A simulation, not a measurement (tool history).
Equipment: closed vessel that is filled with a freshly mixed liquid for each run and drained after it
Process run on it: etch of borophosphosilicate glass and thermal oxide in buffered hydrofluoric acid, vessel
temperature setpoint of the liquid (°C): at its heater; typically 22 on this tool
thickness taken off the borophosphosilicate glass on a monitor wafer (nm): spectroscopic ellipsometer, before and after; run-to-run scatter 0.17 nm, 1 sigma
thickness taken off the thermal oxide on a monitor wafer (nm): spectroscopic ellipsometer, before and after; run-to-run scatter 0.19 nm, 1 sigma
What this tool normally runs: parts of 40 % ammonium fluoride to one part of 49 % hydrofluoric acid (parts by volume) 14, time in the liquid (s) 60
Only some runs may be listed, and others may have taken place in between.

| run | hour | temperature setpoint of the liquid (°C) | parts of 40 % ammonium fluoride to one part of 49 % hydrofluoric acid (parts by volume) | time in the liquid (s) | wafers since the last listed run | hours since the thermometer was replaced | hours since the hydrofluoric acid flow meter was replaced | hours since the gauge calibration | read-back film thickness of the borophosphosilicate glass reference wafer, read on the same gauge (nm) | read-back film thickness of the thermal oxide reference wafer, read on the same gauge (nm) | thickness taken off the borophosphosilicate glass on a monitor wafer (nm) | thickness taken off the thermal oxide on a monitor wafer (nm) |
|---|---|---|---|---|---|---|---|---|---|---|---|---|
| 1 | 0 | 22 | 14 | 80 | 0 | 1584.1 | 1878.3 | 93.9 | 50 | 129.99 | 79.53 | 68.37 |
| 2 | 10.6 | 22 | 14 | 80 | 1040 | 1594.7 | 1888.9 | 104.5 | 49.99 | 129.99 | 80.31 | 68.6 |
| 3 | 20 | 22 | 14 | 80 | 922 | 1604.1 | 1898.3 | 113.9 | 49.97 | 130.02 | 79.63 | 68.99 |
| 4 | 26 | 22 | 11 | 60 | 588 | 1610.1 | 1904.3 | 119.9 | 49.99 | 129.99 | 74.89 | 64.82 |
| 5 | 37.3 | 22 | 14 | 60 | 1109 | 1621.4 | 1915.6 | 131.2 | 49.97 | 130 | 59.98 | 52.04 |
| 6 | 53.4 | 23 | 14 | 60 | 1580 | 1637.5 | 1931.7 | 147.3 | 50.01 | 129.99 | 63.39 | 54.82 |
| 7 | 61.1 | 23 | 14 | 60 | 755 | 1645.2 | 1939.4 | 155 | 49.96 | 129.98 | 63.22 | 54.21 |
| 8 | 72.9 | 23 | 14 | 60 | 1158 | 1657 | 1951.2 | 166.8 | 49.99 | 130 | 63.39 | 54.8 |
| 9 | 82.9 | 22 | 14 | 60 | 981 | 1667 | 1961.2 | 176.8 | 49.99 | 129.99 | 59.94 | 51.72 |
| 10 | 97.1 | 22 | 14 | 60 | 1393 | 1681.2 | 1975.4 | 191 | 49.98 | 130 | 60.05 | 51.83 |
| 11 | 104.4 | 22 | 14 | 60 | 716 | 1688.5 | 1982.7 | 198.3 | 50.02 | 130.02 | 59.88 | 51.5 |
| 12 | 120.2 | 26 | 12 | 80 | 1550 | 1704.3 | 1998.5 | 214.1 | 50.01 | 129.98 | 115.91 | 100.18 |
| 13 | 130 | 17.5 | 17.5 | 85 | 961 | 1714.1 | 2008.3 | 223.9 | 50.01 | 129.99 | 52.97 | 45.88 |
| 14 | 140.2 | 22 | 14 | 90 | 1001 | 1724.3 | 2018.5 | 234.1 | 49.97 | 130 | 90.26 | 78.53 |
|  | 145.3 | hydrofluoric acid flow meter replaced |
| 15 | 152.4 | 22 | 14 | 60 | 1099 | 1736.5 | 7.1 | 246.3 | 50 | 130 | 53.48 | 46.04 |
| 16 | 164.1 | 25.5 | 11.5 | 85 | 1148 | 1748.2 | 18.8 | 258 | 50.02 | 130.03 | 110.33 | 95.44 |
| 17 | 181.9 | 23.5 | 10.5 | 40 | 1746 | 1766 | 36.6 | 275.8 | 50 | 130.02 | 50.95 | 44.16 |
|  | 184.3 | thermometer replaced |
|  | 188.5 | gauge calibrated |
| 18 | 192.8 | 22 | 18.5 | 60 | 971 | 8.5 | 47.5 | 4.3 | 50.02 | 130.02 | 40.45 | 35.2 |
| 19 | 205.4 | 22 | 14 | 90 | 1236 | 21.1 | 60.1 | 16.9 | 50.01 | 129.99 | 79.47 | 69.17 |
| 20 | 220.6 | 27 | 8.5 | 95 | 1491 | 36.3 | 75.3 | 32.1 | 49.97 | 130.01 | 175.19 | 150.95 |
| 21 | 231.1 | 22 | 14 | 60 | 1030 | 46.8 | 85.8 | 42.6 | 50 | 130 | 53.39 | 46.33 |

For run 22, what comes out?
| 22 | 240.9 | 26.5 | 14 | 60 | 961 | 56.6 | 95.6 | 52.4 | ? | ? | ? | ? |

Run 22 measured read-back film thickness of the borophosphosilicate glass reference wafer, read on the same gauge (nm) 50, read-back film thickness of the thermal oxide reference wafer, read on the same gauge (nm) 129.98, thickness taken off the borophosphosilicate glass on a monitor wafer (nm) 67.71, thickness taken off the thermal oxide on a monitor wafer (nm) 58.91.
Minus the tool's unlogged condition, the same run would have read thickness taken off the borophosphosilicate glass on a monitor wafer (nm) 66.67, thickness taken off the thermal oxide on a monitor wafer (nm) 58.
